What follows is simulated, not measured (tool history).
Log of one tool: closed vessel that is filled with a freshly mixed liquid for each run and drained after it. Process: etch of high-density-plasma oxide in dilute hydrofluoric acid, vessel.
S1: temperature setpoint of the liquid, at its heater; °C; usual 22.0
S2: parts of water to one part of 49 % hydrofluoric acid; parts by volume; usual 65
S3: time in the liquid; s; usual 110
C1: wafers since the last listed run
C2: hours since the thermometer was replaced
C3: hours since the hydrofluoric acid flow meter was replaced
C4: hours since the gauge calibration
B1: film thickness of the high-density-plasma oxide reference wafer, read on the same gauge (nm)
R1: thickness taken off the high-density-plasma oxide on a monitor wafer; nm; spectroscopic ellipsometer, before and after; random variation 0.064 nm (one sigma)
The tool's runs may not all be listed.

{"run": 1, "hour": 0.0, "S1": 22.0, "S2": 65, "S3": 110, "C1": 0, "C2": 389.4, "C3": 1190.5, "C4": 272.7, "B1": 59.99, "R1": 7.9}
{"run": 2, "hour": 58.0, "S1": 22.0, "S2": 65, "S3": 110, "C1": 4301, "C2": 447.4, "C3": 1248.5, "C4": 330.7, "B1": 60.01, "R1": 8.0}
{"run": 3, "hour": 126.8, "S1": 22.0, "S2": 65, "S3": 110, "C1": 5102, "C2": 516.2, "C3": 1317.3, "C4": 399.5, "B1": 60.01, "R1": 8.01}
{"run": 4, "hour": 189.5, "S1": 22.0, "S2": 65, "S3": 110, "C1": 4650, "C2": 578.9, "C3": 1380.0, "C4": 462.2, "B1": 60.0, "R1": 7.91}
{"run": 5, "hour": 265.0, "S1": 22.0, "S2": 65, "S3": 110, "C1": 5599, "C2": 654.4, "C3": 1455.5, "C4": 537.7, "B1": 60.0, "R1": 8.0}
{"run": 6, "hour": 331.3, "S1": 22.0, "S2": 65, "S3": 110, "C1": 4917, "C2": 720.7, "C3": 1521.8, "C4": 604.0, "B1": 60.01, "R1": 7.97}
{"hour": 408.4, "done": "thermometer replaced"}
{"run": 7, "hour": 527.2, "S1": 22.0, "S2": 65, "S3": 110, "C1": 14454, "C2": 118.8, "C3": 1717.7, "C4": 799.9, "B1": 60.0, "R1": 7.84}
{"run": 8, "hour": 612.7, "S1": 22.0, "S2": 65, "S3": 110, "C1": 6341, "C2": 204.3, "C3": 1803.2, "C4": 885.4, "B1": 60.0, "R1": 8.04}
{"run": 9, "hour": 676.4, "S1": 22.0, "S2": 65, "S3": 110, "C1": 4724, "C2": 268.0, "C3": 1866.9, "C4": 949.1, "B1": 59.99, "R1": 8.02}
{"run": 10, "hour": 723.2, "S1": 22.0, "S2": 65, "S3": 110, "C1": 3470, "C2": 314.8, "C3": 1913.7, "C4": 995.9, "B1": 59.98, "R1": 7.92}
{"run": 11, "hour": 812.6, "S1": 22.0, "S2": 65, "S3": 110, "C1": 6630, "C2": 404.2, "C3": 2003.1, "C4": 1085.3, "B1": 60.0, "R1": 7.82}
{"run": 12, "hour": 873.6, "S1": 19.0, "S2": 85, "S3": 80, "C1": 4524, "C2": 465.2, "C3": 2064.1, "C4": 1146.3, "B1": 60.0, "R1": 3.84}
{"run": 13, "hour": 912.7, "S1": 22.0, "S2": 65, "S3": 110, "C1": 2899, "C2": 504.3, "C3": 2103.2, "C4": 1185.4, "B1": 59.97, "R1": 7.94}
{"hour": 966.8, "done": "hydrofluoric acid flow meter replaced"}
{"run": 14, "hour": 1018.3, "S1": 26.0, "S2": 65, "S3": 60, "C1": 7757, "C2": 609.9, "C3": 51.5, "C4": 1291.0, "B1": 60.0, "R1": 5.18}
{"hour": 1081.0, "done": "gauge calibrated"}
{"run": 15, "hour": 1094.2, "S1": 22.0, "S2": 65, "S3": 110, "C1": 5629, "C2": 685.8, "C3": 127.4, "C4": 13.2, "B1": 60.01, "R1": 8.03}
{"run": 16, "hour": 1147.6, "S1": 22.0, "S2": 75, "S3": 135, "C1": 3960, "C2": 739.2, "C3": 180.8, "C4": 66.6, "B1": 59.99, "R1": 8.4}
{"hour": 1175.5, "done": "thermometer replaced"}
{"run": 17, "hour": 1235.2, "S1": 22.0, "S2": 35, "S3": 110, "C1": 6422, "C2": 59.7, "C3": 268.4, "C4": 154.2, "B1": 59.99, "R1": 15.5}
{"run": 18, "hour": 1334.0, "S1": 22.0, "S2": 65, "S3": 110, "C1": 7327, "C2": 158.5, "C3": 367.2, "C4": 253.0, "B1": 60.02, "R1": 7.99}
{"run": 19, "hour": 1389.5, "S1": 20.0, "S2": 75, "S3": 110, "C1": 4116, "C2": 214.0, "C3": 422.7, "C4": 308.5, "B1": 60.0, "R1": 6.35}
{"run": 20, "hour": 1455.4, "S1": 20.0, "S2": 55, "S3": 90, "C1": 4887, "C2": 279.9, "C3": 488.6, "C4": 374.4, "B1": 60.02, "R1": 7.13}
{"run": 21, "hour": 1538.3, "S1": 19.5, "S2": 65, "S3": 110, "C1": 6148, "C2": 362.8, "C3": 571.5, "C4": 457.3, "B1": 60.01, "R1": 7.25}
{"run": 22, "hour": 1596.0, "S1": 22.0, "S2": 50, "S3": 45, "C1": 4279, "C2": 420.5, "C3": 629.2, "C4": 515.0, "B1": 60.02, "R1": 4.32}

What the log doesn't show, run by run:
liquid hotter than its thermometer reads (K): 0 in every run
hydrofluoric acid flow above the setpoint (%): 0 in every run
gauge reads high (%): 0 in every run
